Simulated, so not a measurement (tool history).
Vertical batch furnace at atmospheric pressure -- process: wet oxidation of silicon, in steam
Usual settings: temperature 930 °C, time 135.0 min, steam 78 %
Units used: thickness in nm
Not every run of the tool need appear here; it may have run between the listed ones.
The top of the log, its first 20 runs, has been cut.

run,hour,temperature,time,steam,"read-back reference wafer on the same gauge, thickness",thickness
21,469.5,937,135.0,86,317.24,386.57
22,489.9,946,100.5,89,317.27,347.46
23,507.2,921,104.0,67,316.77,228.04
24,525.0,930,135.0,78,316.92,341.74
25,550.2,919,135.0,78,317.10,307.43
26,565.3,916,93.5,75,317.21,218.36
27,596.5,950,89.0,78,316.89,297.77
# hour 610.1: gauge calibrated
28,615.3,930,135.0,78,317.30,338.15
# hour 639.9: steam generator serviced
# hour 645.9: thermocouples replaced and temperature profile calibrated
29,646.4,930,190.5,78,317.26,437.28
30,652.9,930,135.0,78,317.00,338.18
31,677.5,948,113.0,87,317.20,377.02

Forecast run 32:
32,700.7,912,160.0,75,?,?

{"run 32": {"read-back reference wafer on the same gauge, thickness": 316.99, "thickness": 317.76}}
If the tool had no hidden condition, the same run with the same run-to-run variation would have returned thickness 317.76 nm.
